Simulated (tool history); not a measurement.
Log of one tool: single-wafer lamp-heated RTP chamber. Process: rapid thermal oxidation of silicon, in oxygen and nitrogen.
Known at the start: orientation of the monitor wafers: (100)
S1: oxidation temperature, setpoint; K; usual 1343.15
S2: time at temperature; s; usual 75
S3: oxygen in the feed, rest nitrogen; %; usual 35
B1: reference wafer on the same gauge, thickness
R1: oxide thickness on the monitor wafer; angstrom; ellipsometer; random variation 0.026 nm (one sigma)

{"run": 1, "hour": 0.0, "S1": 1343.15, "S2": 75, "S3": 35, "B1": 7.986, "R1": 75.08}
{"run": 2, "hour": 35.8, "S1": 1343.15, "S2": 75, "S3": 35, "B1": 7.983, "R1": 75.07}
{"hour": 66.1, "done": "pyrometer window cleaned and pyrometer calibrated"}
{"run": 3, "hour": 75.2, "S1": 1343.15, "S2": 47, "S3": 35, "B1": 7.984, "R1": 59.21}
{"run": 4, "hour": 101.8, "S1": 1343.15, "S2": 75, "S3": 35, "B1": 7.974, "R1": 72.71}
{"run": 5, "hour": 153.0, "S1": 1343.15, "S2": 75, "S3": 35, "B1": 7.98, "R1": 73.04}
{"run": 6, "hour": 195.8, "S1": 1343.15, "S2": 75, "S3": 35, "B1": 7.974, "R1": 73.55}
{"run": 7, "hour": 258.5, "S1": 1343.15, "S2": 66, "S3": 54, "B1": 7.982, "R1": 81.09}
{"run": 8, "hour": 330.4, "S1": 1343.15, "S2": 66, "S3": 54, "B1": 7.991, "R1": 81.23}
{"run": 9, "hour": 360.4, "S1": 1366.15, "S2": 84, "S3": 35, "B1": 7.97, "R1": 90.07}
{"run": 10, "hour": 420.9, "S1": 1366.15, "S2": 84, "S3": 35, "B1": 7.988, "R1": 90.88}
{"run": 11, "hour": 489.6, "S1": 1343.15, "S2": 75, "S3": 35, "B1": 7.985, "R1": 74.31}
{"run": 12, "hour": 521.4, "S1": 1343.15, "S2": 75, "S3": 35, "B1": 7.98, "R1": 74.63}
{"run": 13, "hour": 574.8, "S1": 1343.15, "S2": 75, "S3": 35, "B1": 7.988, "R1": 75.25}
{"run": 14, "hour": 625.2, "S1": 1350.15, "S2": 75, "S3": 35, "B1": 7.975, "R1": 79.16}
{"run": 15, "hour": 739.6, "S1": 1350.15, "S2": 75, "S3": 35, "B1": 7.973, "R1": 78.78}
{"run": 16, "hour": 770.1, "S1": 1350.15, "S2": 75, "S3": 35, "B1": 7.971, "R1": 79.11}
{"hour": 806.2, "done": "pyrometer window cleaned and pyrometer calibrated"}
{"run": 17, "hour": 806.7, "S1": 1343.15, "S2": 75, "S3": 35, "B1": 7.981, "R1": 72.82}
{"run": 18, "hour": 926.7, "S1": 1343.15, "S2": 75, "S3": 35, "B1": 7.984, "R1": 73.43}
{"run": 19, "hour": 952.1, "S1": 1343.15, "S2": 92, "S3": 35, "B1": 7.976, "R1": 80.68}
{"run": 20, "hour": 993.4, "S1": 1343.15, "S2": 75, "S3": 35, "B1": 7.98, "R1": 73.55}
{"run": 21, "hour": 1033.5, "S1": 1343.15, "S2": 75, "S3": 17, "B1": 7.985, "R1": 57.3}
{"run": 22, "hour": 1075.5, "S1": 1343.15, "S2": 75, "S3": 54, "B1": 7.972, "R1": 85.82}
{"run": 23, "hour": 1131.8, "S1": 1355.15, "S2": 75, "S3": 35, "B1": 7.981, "R1": 79.42}
{"run": 24, "hour": 1190.4, "S1": 1368.15, "S2": 64, "S3": 50, "B1": 7.985, "R1": 92.45}
{"hour": 1217.4, "done": "gauge calibrated"}
{"run": 25, "hour": 1235.4, "S1": 1343.15, "S2": 55, "S3": 63, "B1": 7.982, "R1": 79.94}
{"run": 26, "hour": 1270.1, "S1": 1343.15, "S2": 75, "S3": 35, "B1": 7.98, "R1": 74.38}
{"run": 27, "hour": 1304.8, "S1": 1343.15, "S2": 75, "S3": 35, "B1": 7.988, "R1": 75.15}
{"run": 28, "hour": 1354.2, "S1": 1361.15, "S2": 59, "S3": 49, "B1": 7.98, "R1": 85.76}
{"hour": 1397.6, "done": "oxygen flow controller replaced"}
{"run": 29, "hour": 1418.9, "S1": 1322.15, "S2": 75, "S3": 35, "B1": 7.98, "R1": 65.88}
{"hour": 1452.2, "done": "pyrometer window cleaned and pyrometer calibrated"}
{"run": 30, "hour": 1482.0, "S1": 1343.15, "S2": 75, "S3": 35, "B1": 7.986, "R1": 73.26}
{"run": 31, "hour": 1545.5, "S1": 1372.15, "S2": 87, "S3": 17, "B1": 7.977, "R1": 73.59}
{"run": 32, "hour": 1601.3, "S1": 1329.15, "S2": 100, "S3": 35, "B1": 7.987, "R1": 75.91}
{"run": 33, "hour": 1631.7, "S1": 1343.15, "S2": 75, "S3": 35, "B1": 7.985, "R1": 74.16}
{"run": 34, "hour": 1676.1, "S1": 1343.15, "S2": 75, "S3": 35, "B1": 7.989, "R1": 73.77}
{"run": 35, "hour": 1722.3, "S1": 1372.15, "S2": 87, "S3": 17, "B1": 7.985, "R1": 73.7}
{"run": 36, "hour": 1778.6, "S1": 1325.15, "S2": 92, "S3": 26, "B1": 7.988, "R1": 65.27}
{"run": 37, "hour": 1820.6, "S1": 1343.15, "S2": 42, "S3": 35, "B1": 7.977, "R1": 57.73}
{"run": 38, "hour": 1888.0, "S1": 1343.15, "S2": 75, "S3": 35, "B1": 7.981, "R1": 74.92}

Forecast each of these 4 alternatives for the next run:
{"run": "A", "hour": 1888.5, "S1": 1343.15, "S2": 100, "S3": 35, "B1": "?", "R1": "?"}
{"run": "B", "hour": 1888.5, "S1": 1335.15, "S2": 105, "S3": 35, "B1": "?", "R1": "?"}
{"run": "C", "hour": 1888.5, "S1": 1323.15, "S2": 90, "S3": 22, "B1": "?", "R1": "?"}
{"run": "D", "hour": 1888.5, "S1": 1343.15, "S2": 98, "S3": 35, "B1": "?", "R1": "?"}

run=A B1=7.989 R1=84.44
run=B B1=7.989 R1=81.87
run=C B1=7.989 R1=59.95
run=D B1=7.989 R1=83.67
Without the tool's hidden state the same runs would have given:
run=A R1=81.90
run=B R1=79.38
run=C R1=58.13
run=D R1=81.16
